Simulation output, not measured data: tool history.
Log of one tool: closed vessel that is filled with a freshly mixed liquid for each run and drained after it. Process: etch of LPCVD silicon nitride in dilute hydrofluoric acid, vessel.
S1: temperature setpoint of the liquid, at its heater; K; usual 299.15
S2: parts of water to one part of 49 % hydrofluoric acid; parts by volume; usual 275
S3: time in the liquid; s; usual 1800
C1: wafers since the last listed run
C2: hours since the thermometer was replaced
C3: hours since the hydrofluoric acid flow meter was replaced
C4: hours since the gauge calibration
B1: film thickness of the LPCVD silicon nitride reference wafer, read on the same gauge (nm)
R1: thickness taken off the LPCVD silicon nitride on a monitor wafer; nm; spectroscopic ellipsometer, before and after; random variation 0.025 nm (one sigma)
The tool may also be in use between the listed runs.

run 1 hour=0 | S1=299.15 S2=385 S3=2210 | C1=0 C2=1655.6 C3=1125.9 C4=218.3 | B1=129.987 | R1=3.532
run 2 hour=14.8 | S1=299.15 S2=275 S3=2450 | C1=734 C2=1670.4 C3=1140.7 C4=233.1 | B1=130.026 | R1=5.417
run 3 hour=26.4 | S1=299.15 S2=275 S3=2450 | C1=575 C2=1682 C3=1152.3 C4=244.7 | B1=129.973 | R1=5.529
run 4 hour=39.9 | S1=299.15 S2=275 S3=1800 | C1=669 C2=1695.5 C3=1165.8 C4=258.2 | B1=130.008 | R1=4.033
run 5 hour=49.5 | S1=299.15 S2=275 S3=1800 | C1=476 C2=1705.1 C3=1175.4 C4=267.8 | B1=129.985 | R1=4.041
run 6 hour=66.3 | S1=299.15 S2=275 S3=1800 | C1=833 C2=1721.9 C3=1192.2 C4=284.6 | B1=130.069 | R1=4.006
run 7 hour=73.3 | S1=299.15 S2=275 S3=1800 | C1=347 C2=1728.9 C3=1199.2 C4=291.6 | B1=129.963 | R1=4.037
run 8 hour=79.3 | S1=299.15 S2=275 S3=1800 | C1=297 C2=1734.9 C3=1205.2 C4=297.6 | B1=130.019 | R1=4.041
run 9 hour=93.4 | S1=299.15 S2=275 S3=1800 | C1=699 C2=1749 C3=1219.3 C4=311.7 | B1=129.984 | R1=4.073
run 10 hour=108.4 | S1=299.15 S2=275 S3=1800 | C1=744 C2=1764 C3=1234.3 C4=326.7 | B1=129.978 | R1=4.036
run 11 hour=122.9 | S1=299.15 S2=275 S3=2085 | C1=719 C2=1778.5 C3=1248.8 C4=341.2 | B1=129.978 | R1=4.725
run 12 hour=130.4 | S1=299.15 S2=275 S3=2085 | C1=372 C2=1786 C3=1256.3 C4=348.7 | B1=129.986 | R1=4.716
-- hour=135.7 thermometer replaced
run 13 hour=146.5 | S1=301.65 S2=275 S3=2260 | C1=749 C2=10.8 C3=1272.4 C4=364.8 | B1=130.03 | R1=5.935
run 14 hour=163.7 | S1=301.65 S2=275 S3=2260 | C1=853 C2=28 C3=1289.6 C4=382 | B1=130.033 | R1=5.916
run 15 hour=171.7 | S1=301.65 S2=275 S3=2260 | C1=396 C2=36 C3=1297.6 C4=390 | B1=130.007 | R1=5.965
run 16 hour=181.6 | S1=294.65 S2=275 S3=1800 | C1=491 C2=45.9 C3=1307.5 C4=399.9 | B1=130.03 | R1=3.043
run 17 hour=188.1 | S1=302.15 S2=275 S3=1800 | C1=322 C2=52.4 C3=1314 C4=406.4 | B1=130.001 | R1=4.908
run 18 hour=195.5 | S1=296.65 S2=360 S3=1800 | C1=367 C2=59.8 C3=1321.4 C4=413.8 | B1=130.015 | R1=2.702
run 19 hour=203.9 | S1=299.15 S2=175 S3=2185 | C1=416 C2=68.2 C3=1329.8 C4=422.2 | B1=129.991 | R1=7.782
run 20 hour=218.8 | S1=303.15 S2=345 S3=1260 | C1=739 C2=83.1 C3=1344.7 C4=437.1 | B1=130.01 | R1=2.895
run 21 hour=226 | S1=299.15 S2=360 S3=1245 | C1=357 C2=90.3 C3=1351.9 C4=444.3 | B1=129.981 | R1=2.132
run 22 hour=239.3 | S1=301.65 S2=400 S3=1800 | C1=659 C2=103.6 C3=1365.2 C4=457.6 | B1=130.002 | R1=3.242
-- hour=241 hydrofluoric acid flow meter replaced
-- hour=252.3 gauge calibrated
run 23 hour=253.7 | S1=299.15 S2=275 S3=2450 | C1=664 C2=118 C3=12.7 C4=1.4 | B1=129.95 | R1=5.086
run 24 hour=291.5 | S1=299.15 S2=400 S3=1050 | C1=1875 C2=155.8 C3=50.5 C4=39.2 | B1=130.018 | R1=1.493
run 25 hour=305.5 | S1=299.15 S2=230 S3=2375 | C1=694 C2=169.8 C3=64.5 C4=53.2 | B1=130.021 | R1=5.829
run 26 hour=316.1 | S1=299.15 S2=275 S3=1800 | C1=526 C2=180.4 C3=75.1 C4=63.8 | B1=129.99 | R1=3.74
run 27 hour=329.4 | S1=303.65 S2=185 S3=2395 | C1=659 C2=193.7 C3=88.4 C4=77.1 | B1=129.95 | R1=9.742
run 28 hour=336.2 | S1=295.65 S2=215 S3=2795 | C1=337 C2=200.5 C3=95.2 C4=83.9 | B1=130.003 | R1=5.967
run 29 hour=346.9 | S1=303.65 S2=235 S3=2170 | C1=530 C2=211.2 C3=105.9 C4=94.6 | B1=130.036 | R1=6.886
run 30 hour=361.3 | S1=299.15 S2=275 S3=1800 | C1=714 C2=225.6 C3=120.3 C4=109 | B1=130.026 | R1=3.728
run 31 hour=369.8 | S1=299.15 S2=275 S3=940 | C1=421 C2=234.1 C3=128.8 C4=117.5 | B1=129.971 | R1=1.951
run 32 hour=386.2 | S1=301.65 S2=400 S3=1800 | C1=813 C2=250.5 C3=145.2 C4=133.9 | B1=130.024 | R1=2.95

Forecast each of these 4 alternatives for the next run:
run A hour=387.4 | S1=299.15 S2=275 S3=2195 | C1=59 C2=251.7 C3=146.4 C4=135.1 | B1=? | R1=?
run B hour=387.4 | S1=297.65 S2=275 S3=2605 | C1=59 C2=251.7 C3=146.4 C4=135.1 | B1=? | R1=?
run C hour=387.4 | S1=295.15 S2=210 S3=2480 | C1=59 C2=251.7 C3=146.4 C4=135.1 | B1=? | R1=?
run D hour=387.4 | S1=297.65 S2=275 S3=2205 | C1=59 C2=251.7 C3=146.4 C4=135.1 | B1=? | R1=?

run=A B1=129.988 R1=4.52
run=B B1=129.988 R1=4.896
run=C B1=129.988 R1=5.197
run=D B1=129.988 R1=4.144
Without the tool's hidden state the same runs would have given:
run=A R1=4.451
run=B R1=4.822
run=C R1=5.121
run=D R1=4.082
